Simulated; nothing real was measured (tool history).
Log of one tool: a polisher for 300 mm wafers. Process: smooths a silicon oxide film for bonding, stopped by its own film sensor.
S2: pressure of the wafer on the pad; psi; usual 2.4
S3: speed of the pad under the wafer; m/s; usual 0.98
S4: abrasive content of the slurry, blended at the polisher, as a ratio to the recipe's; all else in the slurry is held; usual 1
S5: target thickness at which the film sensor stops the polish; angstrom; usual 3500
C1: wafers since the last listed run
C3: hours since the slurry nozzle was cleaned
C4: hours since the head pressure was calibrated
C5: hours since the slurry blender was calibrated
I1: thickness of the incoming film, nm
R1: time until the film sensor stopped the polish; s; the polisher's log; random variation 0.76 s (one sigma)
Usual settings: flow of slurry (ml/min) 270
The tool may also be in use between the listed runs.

{"run": 1, "hour": 0.0, "flow of slurry (ml/min)": 270, "S2": 2.4, "S3": 0.98, "S4": 1, "S5": 3500, "C1": 0, "wafers polished on this pad": 1899, "C3": 498.5, "C4": 375.9, "C5": 62.2, "I1": 395.1, "R1": 49.3}
{"run": 2, "hour": 46.1, "flow of slurry (ml/min)": 270, "S2": 2.9, "S3": 0.98, "S4": 1, "S5": 3500, "C1": 398, "wafers polished on this pad": 2298, "C3": 544.6, "C4": 422, "C5": 108.3, "I1": 395.4, "R1": 39.4}
{"hour": 64.2, "done": "slurry nozzle cleaned"}
{"run": 3, "hour": 91.3, "flow of slurry (ml/min)": 270, "S2": 2.9, "S3": 0.98, "S4": 1, "S5": 3500, "C1": 382, "wafers polished on this pad": 2680, "C3": 27.1, "C4": 467.2, "C5": 153.5, "I1": 401.8, "R1": 46.4}
{"hour": 125.3, "done": "worn pad replaced by a new one"}
{"run": 4, "hour": 135.4, "flow of slurry (ml/min)": 270, "S2": 2.4, "S3": 0.98, "S4": 1, "S5": 3500, "C1": 346, "wafers polished on this pad": 87, "C3": 71.2, "C4": 511.3, "C5": 197.6, "I1": 399.9, "R1": 51}
{"run": 5, "hour": 217.8, "flow of slurry (ml/min)": 270, "S2": 2.4, "S3": 0.98, "S4": 1, "S5": 3500, "C1": 712, "wafers polished on this pad": 799, "C3": 153.6, "C4": 593.7, "C5": 280, "I1": 399.8, "R1": 52.6}
{"hour": 270.5, "done": "slurry blender recalibrated"}
{"run": 6, "hour": 271.0, "flow of slurry (ml/min)": 270, "S2": 2.4, "S3": 1.22, "S4": 1.2, "S5": 3500, "C1": 442, "wafers polished on this pad": 1242, "C3": 206.8, "C4": 646.9, "C5": 0.5, "I1": 405.6, "R1": 44.7}
{"run": 7, "hour": 320.6, "flow of slurry (ml/min)": 270, "S2": 2.6, "S3": 0.98, "S4": 1, "S5": 3500, "C1": 428, "wafers polished on this pad": 1671, "C3": 256.4, "C4": 696.5, "C5": 50.1, "I1": 397, "R1": 45.1}
{"run": 8, "hour": 369.7, "flow of slurry (ml/min)": 270, "S2": 2.6, "S3": 0.98, "S4": 1, "S5": 3500, "C1": 424, "wafers polished on this pad": 2095, "C3": 305.5, "C4": 745.6, "C5": 99.2, "I1": 395, "R1": 44.5}
{"run": 9, "hour": 408.7, "flow of slurry (ml/min)": 270, "S2": 2.6, "S3": 0.98, "S4": 1, "S5": 3500, "C1": 337, "wafers polished on this pad": 2433, "C3": 344.5, "C4": 784.6, "C5": 138.2, "I1": 403.2, "R1": 52.6}
{"hour": 494.1, "done": "worn pad replaced by a new one"}
{"run": 10, "hour": 503.2, "flow of slurry (ml/min)": 270, "S2": 2.4, "S3": 0.98, "S4": 1, "S5": 3380, "C1": 782, "wafers polished on this pad": 78, "C3": 439, "C4": 879.1, "C5": 232.7, "I1": 401, "R1": 73.9}
{"run": 11, "hour": 575.3, "flow of slurry (ml/min)": 270, "S2": 2.4, "S3": 0.98, "S4": 1, "S5": 3380, "C1": 623, "wafers polished on this pad": 702, "C3": 511.1, "C4": 951.2, "C5": 304.8, "I1": 401.5, "R1": 75.3}
{"hour": 651.0, "done": "slurry blender recalibrated"}
{"hour": 657.8, "done": "slurry nozzle cleaned"}
{"run": 12, "hour": 680.8, "flow of slurry (ml/min)": 330, "S2": 2.4, "S3": 0.98, "S4": 1, "S5": 3500, "C1": 886, "wafers polished on this pad": 1588, "C3": 23, "C4": 1056.7, "C5": 29.8, "I1": 401.4, "R1": 60.1}
{"run": 13, "hour": 721.6, "flow of slurry (ml/min)": 330, "S2": 2.4, "S3": 0.98, "S4": 1, "S5": 3500, "C1": 352, "wafers polished on this pad": 1941, "C3": 63.8, "C4": 1097.5, "C5": 70.6, "I1": 395.7, "R1": 53.6}
{"hour": 795.3, "done": "worn pad replaced by a new one, repeated, since the last time left the tool worse"}
{"hour": 803.8, "done": "head pressure recalibrated"}
{"run": 14, "hour": 966.8, "flow of slurry (ml/min)": 330, "S2": 2.4, "S3": 0.98, "S4": 1, "S5": 3500, "C1": 2068, "wafers polished on this pad": 1465, "C3": 309, "C4": 163, "C5": 315.8, "I1": 400.7, "R1": 50.1}
{"hour": 1002.9, "done": "slurry blender recalibrated"}
{"run": 15, "hour": 1010.2, "flow of slurry (ml/min)": 270, "S2": 2.4, "S3": 0.98, "S4": 1, "S5": 3660, "C1": 357, "wafers polished on this pad": 1823, "C3": 352.4, "C4": 206.4, "C5": 7.3, "I1": 402.8, "R1": 38.3}
{"run": 16, "hour": 1060.5, "flow of slurry (ml/min)": 270, "S2": 2.4, "S3": 0.98, "S4": 1.25, "S5": 3400, "C1": 434, "wafers polished on this pad": 2258, "C3": 402.7, "C4": 256.7, "C5": 57.6, "I1": 399.6, "R1": 56.7}
{"hour": 1123.1, "done": "worn pad replaced by a new one"}
{"run": 17, "hour": 1124.6, "flow of slurry (ml/min)": 270, "S2": 2.4, "S3": 0.98, "S4": 1, "S5": 3660, "C1": 519, "wafers polished on this pad": 13, "C3": 466.8, "C4": 320.8, "C5": 121.7, "I1": 399.2, "R1": 33.7}
{"hour": 1151.5, "done": "slurry nozzle cleaned"}
{"run": 18, "hour": 1193.3, "flow of slurry (ml/min)": 270, "S2": 2.4, "S3": 0.98, "S4": 1, "S5": 3320, "C1": 585, "wafers polished on this pad": 598, "C3": 41.8, "C4": 389.5, "C5": 190.4, "I1": 404.1, "R1": 74.1}
{"run": 19, "hour": 1258.7, "flow of slurry (ml/min)": 270, "S2": 2.4, "S3": 0.68, "S4": 1, "S5": 3430, "C1": 565, "wafers polished on this pad": 1164, "C3": 107.2, "C4": 454.9, "C5": 255.8, "I1": 402.4, "R1": 81.5}
{"run": 20, "hour": 1325.1, "flow of slurry (ml/min)": 270, "S2": 2.7, "S3": 0.98, "S4": 1, "S5": 3500, "C1": 574, "wafers polished on this pad": 1738, "C3": 173.6, "C4": 521.3, "C5": 322.2, "I1": 399.3, "R1": 46.7}
{"run": 21, "hour": 1365.1, "flow of slurry (ml/min)": 270, "S2": 3, "S3": 0.82, "S4": 1, "S5": 3500, "C1": 345, "wafers polished on this pad": 2084, "C3": 213.6, "C4": 561.3, "C5": 362.2, "I1": 399.7, "R1": 47.3}
{"hour": 1392.8, "done": "slurry blender recalibrated"}
{"run": 22, "hour": 1410.2, "flow of slurry (ml/min)": 310, "S2": 3, "S3": 0.98, "S4": 0.9, "S5": 3500, "C1": 372, "wafers polished on this pad": 2456, "C3": 258.7, "C4": 606.4, "C5": 17.4, "I1": 402.2, "R1": 47.7}
{"run": 23, "hour": 1478.2, "flow of slurry (ml/min)": 310, "S2": 2.4, "S3": 1.26, "S4": 0.75, "S5": 3600, "C1": 587, "wafers polished on this pad": 3044, "C3": 326.7, "C4": 674.4, "C5": 85.4, "I1": 399.4, "R1": 42.7}
{"hour": 1505.2, "done": "worn pad replaced by a new one"}
{"run": 24, "hour": 1530.8, "flow of slurry (ml/min)": 270, "S2": 1.6, "S3": 0.74, "S4": 1.1, "S5": 3330, "C1": 420, "wafers polished on this pad": 221, "C3": 379.3, "C4": 727, "C5": 138, "I1": 405.1, "R1": 131.5}
{"run": 25, "hour": 1617.4, "flow of slurry (ml/min)": 270, "S2": 2.4, "S3": 0.86, "S4": 1.2, "S5": 3500, "C1": 748, "wafers polished on this pad": 969, "C3": 465.9, "C4": 813.6, "C5": 224.6, "I1": 404.5, "R1": 56.5}
{"run": 26, "hour": 1686.5, "flow of slurry (ml/min)": 270, "S2": 2.4, "S3": 0.98, "S4": 1, "S5": 3500, "C1": 597, "wafers polished on this pad": 1567, "C3": 535, "C4": 882.7, "C5": 293.7, "I1": 400.7, "R1": 51.4}
{"hour": 1743.9, "done": "slurry blender recalibrated"}
{"hour": 1770.3, "done": "slurry nozzle cleaned"}
{"hour": 1772.5, "done": "head pressure recalibrated"}
{"run": 27, "hour": 1777.6, "flow of slurry (ml/min)": 315, "S2": 2.1, "S3": 1.08, "S4": 1, "S5": 3500, "C1": 744, "wafers polished on this pad": 2311, "C3": 7.3, "C4": 5.1, "C5": 33.7, "I1": 406.9, "R1": 62.4}
{"run": 28, "hour": 1857.8, "flow of slurry (ml/min)": 270, "S2": 3.1, "S3": 0.98, "S4": 1.25, "S5": 3410, "C1": 693, "wafers polished on this pad": 3005, "C3": 87.5, "C4": 85.3, "C5": 113.9, "I1": 399.1, "R1": 44.3}

Forecast each of these 4 alternatives for the next run:
{"run": "A", "hour": 1858.2, "flow of slurry (ml/min)": 270, "S2": 2.4, "S3": 0.98, "S4": 0.85, "S5": 3500, "C1": 3, "wafers polished on this pad": 3008, "C3": 87.9, "C4": 85.7, "C5": 114.3, "I1": 398.1, "R1": "?"}
{"run": "B", "hour": 1858.2, "flow of slurry (ml/min)": 315, "S2": 2.4, "S3": 0.98, "S4": 1, "S5": 3500, "C1": 3, "wafers polished on this pad": 3008, "C3": 87.9, "C4": 85.7, "C5": 114.3, "I1": 398.1, "R1": "?"}
{"run": "C", "hour": 1858.2, "flow of slurry (ml/min)": 355, "S2": 2.4, "S3": 0.68, "S4": 1.25, "S5": 3420, "C1": 3, "wafers polished on this pad": 3008, "C3": 87.9, "C4": 85.7, "C5": 114.3, "I1": 398.1, "R1": "?"}
{"run": "D", "hour": 1858.2, "flow of slurry (ml/min)": 270, "S2": 2.8, "S3": 0.98, "S4": 1.15, "S5": 3340, "C1": 3, "wafers polished on this pad": 3008, "C3": 87.9, "C4": 85.7, "C5": 114.3, "I1": 398.1, "R1": "?"}

run=A R1=58.9
run=B R1=52.3
run=C R1=71.8
run=D R1=56
Without the tool's hidden state the same runs would have given:
run=A R1=55.5
run=B R1=49.2
run=C R1=67.6
run=D R1=52.7

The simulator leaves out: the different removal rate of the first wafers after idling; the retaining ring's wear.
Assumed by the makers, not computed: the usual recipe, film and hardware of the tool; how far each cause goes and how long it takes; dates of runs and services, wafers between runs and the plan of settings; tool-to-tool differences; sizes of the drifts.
